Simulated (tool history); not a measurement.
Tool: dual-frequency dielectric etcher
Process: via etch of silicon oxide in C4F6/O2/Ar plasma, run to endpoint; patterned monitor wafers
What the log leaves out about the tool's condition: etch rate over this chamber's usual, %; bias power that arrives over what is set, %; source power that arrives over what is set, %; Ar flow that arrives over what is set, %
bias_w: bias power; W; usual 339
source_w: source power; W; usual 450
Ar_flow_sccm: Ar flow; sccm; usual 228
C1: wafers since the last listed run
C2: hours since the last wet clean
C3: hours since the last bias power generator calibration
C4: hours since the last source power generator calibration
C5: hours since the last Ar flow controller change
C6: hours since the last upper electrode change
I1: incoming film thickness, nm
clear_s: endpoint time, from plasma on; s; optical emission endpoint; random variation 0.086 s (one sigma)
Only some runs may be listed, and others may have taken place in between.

Run 1, hour 0: usual settings but source_w 530 W; C1 0; C2 240.9; C3 3439.3; C4 2822.4; C5 1891.4; C6 3301.5; I1 112.8. Result: clear_s 25.5 s.
Run 2, hour 9.4: usual settings but source_w 530 W; C1 167; C2 250.3; C3 3448.7; C4 2831.8; C5 1900.8; C6 3310.9; I1 113.1. Result: clear_s 25.4 s.
Run 3, hour 21.9: usual settings but bias_w 376 W, source_w 380 W; C1 222; C2 262.8; C3 3461.2; C4 2844.3; C5 1913.3; C6 3323.4; I1 114.2. Result: clear_s 27.9 s.
Run 4, hour 34: usual settings but bias_w 283 W, Ar_flow_sccm 243 sccm; C1 215; C2 274.9; C3 3473.3; C4 2856.4; C5 1925.4; C6 3335.5; I1 113.5. Result: clear_s 28.8 s.
Run 5, hour 41.9: usual settings; C1 140; C2 282.8; C3 3481.2; C4 2864.3; C5 1933.3; C6 3343.4; I1 112. Result: clear_s 26.5 s.
Run 6, hour 58.1: usual settings; C1 288; C2 299; C3 3497.4; C4 2880.5; C5 1949.5; C6 3359.6; I1 114.3. Result: clear_s 27.2 s.
At hour 81.6: Ar flow controller replaced.
At hour 94.4: wet clean of the chamber.
At hour 110.1: source power generator calibrated.
At hour 115.8: upper electrode replaced.
Run 7, hour 116.3: usual settings; C1 527; C2 21.9; C3 3555.6; C4 6.2; C5 34.7; C6 0.5; I1 112.7. Result: clear_s 27.6 s.
Run 8, hour 116.7: usual settings; C1 7; C2 22.3; C3 3556; C4 6.6; C5 35.1; C6 0.9; I1 113. Result: clear_s 27.7 s.
Run 9, hour 117: usual settings; C1 5; C2 22.6; C3 3556.3; C4 6.9; C5 35.4; C6 1.2; I1 112.6. Result: clear_s 27.5 s.
Run 10, hour 117.3: usual settings; C1 5; C2 22.9; C3 3556.6; C4 7.2; C5 35.7; C6 1.5; I1 114.1. Result: clear_s 27.9 s.
Run 11, hour 120.8: usual settings but bias_w 365 W, source_w 350 W, Ar_flow_sccm 249 sccm; C1 62; C2 26.4; C3 3560.1; C4 10.7; C5 39.2; C6 5; I1 114.8. Result: clear_s 30.2 s.
Run 12, hour 128.1: usual settings but source_w 500 W, Ar_flow_sccm 180 sccm; C1 130; C2 33.7; C3 3567.4; C4 18; C5 46.5; C6 12.3; I1 114. Result: clear_s 25.8 s.
At hour 140: bias power generator calibrated.
Run 13, hour 140.5: usual settings but Ar_flow_sccm 186 sccm; C1 149; C2 46.1; C3 0.5; C4 30.4; C5 58.9; C6 24.7; I1 112.8. Result: clear_s 26.5 s.
Run 14, hour 147.2: usual settings but Ar_flow_sccm 265 sccm; C1 119; C2 52.8; C3 7.2; C4 37.1; C5 65.6; C6 31.4; I1 112.9. Result: clear_s 28.2 s.
Run 15, hour 160.7: usual settings but bias_w 311 W, Ar_flow_sccm 247 sccm; C1 240; C2 66.3; C3 20.7; C4 50.6; C5 79.1; C6 44.9; I1 114.4. Result: clear_s 29.1 s.
Run 16, hour 203.6: usual settings but bias_w 417 W, Ar_flow_sccm 209 sccm; C1 764; C2 109.2; C3 63.6; C4 93.5; C5 122; C6 87.8; I1 112.4. Result: clear_s 25.2 s.
Run 17, hour 210.4: usual settings; C1 121; C2 116; C3 70.4; C4 100.3; C5 128.8; C6 94.6; I1 113.5. Result: clear_s 27.5 s.
Run 18, hour 218.2: usual settings; C1 138; C2 123.8; C3 78.2; C4 108.1; C5 136.6; C6 102.4; I1 113.4. Result: clear_s 27.6 s.
Run 19, hour 234.6: usual settings but bias_w 400 W, source_w 400 W, Ar_flow_sccm 174 sccm; C1 292; C2 140.2; C3 94.6; C4 124.5; C5 153; C6 118.8; I1 114.2. Result: clear_s 26 s.
Run 20, hour 246.7: usual settings but bias_w 393 W, source_w 360 W, Ar_flow_sccm 285 sccm; C1 215; C2 152.3; C3 106.7; C4 136.6; C5 165.1; C6 130.9; I1 113.5. Result: clear_s 29.2 s.

Forecast each of these 5 alternatives for the next run:
Run A, hour 247.1: usual settings; C1 7; C2 152.7; C3 107.1; C4 137; C5 165.5; C6 131.3; I1 112.9. Result: clear_s ?.
Run B, hour 247.1: usual settings but bias_w 366 W, source_w 410 W, Ar_flow_sccm 208 sccm; C1 7; C2 152.7; C3 107.1; C4 137; C5 165.5; C6 131.3; I1 112.9. Result: clear_s ?.
Run C, hour 247.1: usual settings but bias_w 369 W, source_w 510 W, Ar_flow_sccm 259 sccm; C1 7; C2 152.7; C3 107.1; C4 137; C5 165.5; C6 131.3; I1 112.9. Result: clear_s ?.
Run D, hour 247.1: usual settings but bias_w 273 W; C1 7; C2 152.7; C3 107.1; C4 137; C5 165.5; C6 131.3; I1 112.9. Result: clear_s ?.
Run E, hour 247.1: usual settings but bias_w 279 W; C1 7; C2 152.7; C3 107.1; C4 137; C5 165.5; C6 131.3; I1 112.9. Result: clear_s ?.

run  clear_s
  A     27.2
  B       27
  C     26.1
  D       29
  E     28.8
With the hidden condition removed and each run's random variation left untouched, the same runs would have given:
run  clear_s
  A     27.6
  B     27.3
  C     26.4
  D     29.3
  E     29.2
